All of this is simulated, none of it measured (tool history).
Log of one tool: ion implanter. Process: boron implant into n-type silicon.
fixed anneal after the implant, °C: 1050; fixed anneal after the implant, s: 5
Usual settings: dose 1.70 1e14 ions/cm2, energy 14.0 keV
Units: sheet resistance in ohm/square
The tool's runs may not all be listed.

| run | hour | dose | energy | read-back reference wafer on the same gauge, sheet resistance | sheet resistance |
|---|---|---|---|---|---|
| 1 | 0.0 | 2.02 | 14.0 | 622.13 | 468.70 |
| 2 | 19.8 | 2.02 | 14.0 | 621.68 | 468.33 |
| 3 | 118.7 | 2.02 | 14.0 | 622.08 | 469.70 |
| 4 | 146.6 | 1.70 | 17.5 | 621.72 | 527.70 |
| 5 | 166.0 | 1.70 | 17.5 | 622.12 | 527.36 |
| 6 | 192.1 | 1.70 | 14.0 | 622.12 | 544.70 |
| 7 | 227.6 | 1.70 | 16.0 | 622.03 | 537.32 |
| 8 | 255.8 | 1.70 | 16.0 | 621.85 | 538.09 |
| 9 | 273.3 | 1.30 | 11.0 | 621.73 | 702.87 |
|  | 297.8 | gauge calibrated |
| 10 | 309.2 | 1.70 | 11.5 | 622.52 | 562.78 |
| 11 | 343.0 | 1.70 | 15.5 | 622.08 | 546.46 |

The next listed run, before its measurement:
| 12 | 365.2 | 1.70 | 14.0 | ? | ? |

read-back reference wafer on the same gauge, sheet resistance: 622.23
sheet resistance: 553.58 ohm/square
Without the tool's hidden state the same run would have given sheet resistance 536.91 ohm/square.
